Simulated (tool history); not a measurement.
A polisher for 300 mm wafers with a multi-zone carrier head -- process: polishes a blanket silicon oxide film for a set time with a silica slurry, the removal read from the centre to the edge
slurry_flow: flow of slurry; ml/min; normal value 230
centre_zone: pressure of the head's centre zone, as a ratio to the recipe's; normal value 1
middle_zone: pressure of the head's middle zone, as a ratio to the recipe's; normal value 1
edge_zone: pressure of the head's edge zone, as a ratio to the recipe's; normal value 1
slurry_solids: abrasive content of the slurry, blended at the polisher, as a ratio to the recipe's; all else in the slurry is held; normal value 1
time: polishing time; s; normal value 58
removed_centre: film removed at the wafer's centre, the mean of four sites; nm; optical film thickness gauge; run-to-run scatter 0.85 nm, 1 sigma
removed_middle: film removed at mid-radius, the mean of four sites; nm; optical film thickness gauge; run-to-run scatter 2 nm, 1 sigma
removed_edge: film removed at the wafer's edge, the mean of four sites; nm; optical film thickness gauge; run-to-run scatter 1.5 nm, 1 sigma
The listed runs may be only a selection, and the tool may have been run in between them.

run,hour,slurry_flow,centre_zone,middle_zone,edge_zone,slurry_solids,time,wafers since the last listed run,wafers polished on this pad,hours since the slurry nozzle was cleaned,hours since the centre zone pressure was calibrated,hours since the edge zone pressure was calibrated,hours since the carrier head's membrane was replaced,"incoming thickness of the incoming film, nm",removed_centre,removed_middle,removed_edge
1,0,230,1,1,1,1,58,0,1645,182,957,639,1860,1323,124.9,140.1,141.5
# hour 15.9: edge zone pressure recalibrated
# hour 16: worn pad replaced by a new one, of another model than before
2,16.5,230,1,1,1,1,77,130,4,198.5,973.5,0.6,1876.5,1319.6,165.9,191,184.2
# hour 46.9: carrier head's membrane replaced by a new one
# hour 80.5: slurry nozzle cleaned
3,82,230,1,1,1,1,58,537,541,1.5,1039,66.1,35.1,1352.7,124.6,140.3,137.8
4,111.3,290,1,1,1,1,58,264,806,30.8,1068.3,95.4,64.4,1337.8,127,141.4,138.5
# hour 130.3: centre zone pressure recalibrated
5,139.1,230,1,0.94,1,1,58,233,1039,58.6,8.8,123.2,92.2,1351,132.4,132.4,137.9
6,162.2,230,1,1.06,1,0.8,58,208,1248,81.7,31.9,146.3,115.3,1348.9,113.7,126.5,120.6
# hour 181.7: worn pad replaced by a new one
7,182.2,205,1.03,1,1,1,74,144,4,101.7,51.9,166.3,135.3,1352.7,170.2,178,175.8
8,196,230,1,1,1,1,58,124,129,115.5,65.7,180.1,149.1,1323.5,129.5,143.1,139.9
9,221.7,230,1.1,1,0.95,0.75,63,232,361,141.2,91.4,205.8,174.8,1334,131.2,130.7,125
10,247.7,230,1,1,1.06,1.15,70,235,596,167.2,117.4,231.8,200.8,1347.1,167.5,183.5,186.6
11,264.4,230,1,1,1,1.2,58,150,747,183.9,134.1,248.5,217.5,1331.8,140.6,151.3,150.6
12,298.2,230,1,0.9,1,1.15,58,305,1053,217.7,167.9,282.3,251.3,1339.9,137.3,138.4,149.5
13,329.4,295,1.1,1,1,1.2,51,282,1335,248.9,199.1,313.5,282.5,1337.5,137.3,138.3,134.8
# hour 348.1: slurry nozzle cleaned
# hour 367.7: worn pad replaced by a new one
14,368.2,230,1,1,1,1,58,305,4,20.1,237.9,352.3,321.3,1357,125.3,142.2,139.2
15,399.8,230,1,1,1,0.8,58,285,289,51.7,269.5,383.9,352.9,1335.7,111.3,123.9,122.3
16,423,230,1,0.93,1,0.7,58,209,499,74.9,292.7,407.1,376.1,1342.1,100.5,106.9,111.1
17,435.8,195,1.04,1,0.93,1,58,115,615,87.7,305.5,419.9,388.9,1333.5,130.1,137.5,132.5
18,448.3,230,1,1,0.97,0.85,58,112,728,100.2,318,432.4,401.4,1343.7,114.1,129.5,125.5
19,483.1,165,1,0.93,1.07,1,75,314,1042,135,352.8,467.2,436.2,1345.6,156.1,172.5,182.8
20,509.4,230,1,1,1,1,58,237,1280,161.3,379.1,493.5,462.5,1354.8,124.1,137.3,139.3

Predict each of these 5 candidate next runs independently; none follows another, all start after run 20:
A,509.8,230,1,1,1,1,58,3,1284,161.7,379.5,493.9,462.9,1322.2,?,?,?
B,509.8,230,0.93,1,1,1.1,58,3,1284,161.7,379.5,493.9,462.9,1322.2,?,?,?
C,509.8,290,1.11,1,1,1,58,3,1284,161.7,379.5,493.9,462.9,1322.2,?,?,?
D,509.8,230,1.08,1,0.91,1,58,3,1284,161.7,379.5,493.9,462.9,1322.2,?,?,?
E,509.8,160,1.08,1,0.88,0.85,58,3,1284,161.7,379.5,493.9,462.9,1322.2,?,?,?

run,removed_centre,removed_middle,removed_edge
A,124.1,141.7,134.8
B,121.1,148.9,141.6
C,140.7,144.1,136.6
D,134.2,141.7,129.2
E,118.4,125.4,113.6
Stripped of hidden state, with their random variation kept, the same runs would have yielded:
run,removed_centre,removed_middle,removed_edge
A,133,141.6,134.8
B,129.9,148.8,141.6
C,150.7,144.1,136.6
D,143.8,141.6,129.2
E,126.8,125.3,113.6

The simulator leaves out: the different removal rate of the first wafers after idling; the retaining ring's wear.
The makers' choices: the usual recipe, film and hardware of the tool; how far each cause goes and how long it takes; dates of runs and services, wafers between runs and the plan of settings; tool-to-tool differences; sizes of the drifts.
